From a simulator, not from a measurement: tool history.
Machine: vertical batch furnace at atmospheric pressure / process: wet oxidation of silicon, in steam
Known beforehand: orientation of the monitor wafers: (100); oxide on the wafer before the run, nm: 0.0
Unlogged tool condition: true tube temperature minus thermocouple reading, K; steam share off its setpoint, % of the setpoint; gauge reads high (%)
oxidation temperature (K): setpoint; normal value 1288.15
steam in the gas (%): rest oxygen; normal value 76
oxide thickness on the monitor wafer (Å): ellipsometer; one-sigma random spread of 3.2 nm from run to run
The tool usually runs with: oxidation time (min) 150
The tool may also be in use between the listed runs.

run	hour	oxidation temperature (K)	oxidation time (min)	steam in the gas (%)	wafers since the last listed run	hours since the last temperature calibration	hours since the steam generator was serviced	hours since the gauge calibration	read-back reference wafer on the same gauge, thickness	oxide thickness on the monitor wafer (Å)
1	0	1288.15	150	76	0	3094.1	2227.4	42.2	669.66	6569.2
2	29.7	1288.15	150	76	365	3123.8	2257.1	71.9	669.94	6569.5
3	59.9	1288.15	150	76	371	3154	2287.3	102.1	669.81	6609.3
4	90.1	1288.15	150	76	371	3184.2	2317.5	132.3	670.43	6558.4
5	161	1288.15	150	76	871	3255.1	2388.4	203.2	670.17	6544.9
6	226.4	1288.15	150	76	804	3320.5	2453.8	268.6	670.04	6538.1
7	251.5	1288.15	150	76	308	3345.6	2478.9	293.7	669.56	6546.9
8	455.8	1288.15	150	76	2512	3549.9	2683.2	498	669.86	6510.5
9	501.4	1288.15	150	76	560	3595.5	2728.8	543.6	670.36	6531.6
10	556.6	1288.15	150	70	678	3650.7	2784	598.8	669.92	6218.3
11	603.3	1288.15	150	76	574	3697.4	2830.7	645.5	669.32	6521.2
12	666.2	1288.15	98.5	76	773	3760.3	2893.6	708.4	669.85	4984.5
13	714.9	1288.15	98.5	76	598	3809	2942.3	757.1	669.91	5033.5
14	742	1288.15	98.5	76	333	3836.1	2969.4	784.2	670.25	5015.8
15	812.2	1288.15	150	68	863	3906.3	3039.6	854.4	670.24	6082.2
16	847	1288.15	150	68	427	3941.1	3074.4	889.2	669.81	6121.4
17	875.6	1302.15	150	76	351	3969.7	3103	917.8	669.77	7043.1
18	915.7	1302.15	150	76	493	4009.8	3143.1	957.9	670.08	7070.9
19	965.7	1288.15	150	86	614	4059.8	3193.1	1007.9	669.88	7043.7
20	1030.5	1272.15	101.5	88	796	4124.6	3257.9	1072.7	669.5	5051.3
# hour 1072.1: gauge calibrated
21	1099.1	1288.15	150	76	843	4193.2	3326.5	27	669.66	6504.2
# hour 1128.7: thermocouples replaced and temperature profile calibrated
22	1137	1288.15	150	76	170	8.3	3364.4	64.9	669.29	6537.5
23	1170.7	1288.15	150	76	414	42	3398.1	98.6	670.04	6516.2
# hour 1218.5: steam generator serviced
24	1219	1269.15	169	76	298	90.3	0.5	146.9	669.89	6581.8
25	1254.7	1282.15	121	67	438	126	36.2	182.6	669.29	5311.7
26	1314.7	1277.15	194	79	737	186	96.2	242.6	670.92	7709.2
27	1365.6	1300.15	90.5	73	625	236.9	147.1	293.5	670.15	5201.5
28	1420.7	1312.15	170	76	677	292	202.2	348.6	670.77	8216.5
29	1467	1288.15	150	76	569	338.3	248.5	394.9	670.07	6791.3
30	1497	1288.15	150	76	368	368.3	278.5	424.9	670.14	6725.1
31	1551	1306.15	108.5	81	663	422.3	332.5	478.9	669.85	6291.1
32	1606.6	1288.15	150	76	683	477.9	388.1	534.5	669.8	6753.6
33	1653	1305.15	198	72	570	524.3	434.5	580.9	670.52	8391.9
34	1716.6	1288.15	150	67	782	587.9	498.1	644.5	670.05	6212
35	1916.8	1271.15	201.5	76	2461	788.1	698.3	844.7	669.97	7312.7
36	1971.2	1268.15	110.5	71	668	842.5	752.7	899.1	669.97	4598.8
# hour 1985.3: gauge calibrated
37	2028.4	1308.15	200	67	703	899.7	809.9	43.1	669.65	8106.2

Here are 5 independent what-if runs from the current tool condition. What would each one return?
A	2035	1269.15	150	76	81	906.3	816.5	49.7	?	?
B	2035	1313.15	196.5	72	81	906.3	816.5	49.7	?	?
C	2035	1275.15	169	76	81	906.3	816.5	49.7	?	?
D	2035	1273.15	108.5	84	81	906.3	816.5	49.7	?	?
E	2035	1301.15	123	80	81	906.3	816.5	49.7	?	?

run	read-back reference wafer on the same gauge, thickness	oxide thickness on the monitor wafer (Å)
A	669.26	5965.7
B	669.26	8612.7
C	669.26	6676
D	669.26	5292.5
E	669.26	6547.6
Without the tool's unlogged condition, the same runs would have read:
run	oxide thickness on the monitor wafer (Å)
A	6194.6
B	8908.9
C	6925.4
D	5498.3
E	6784.2
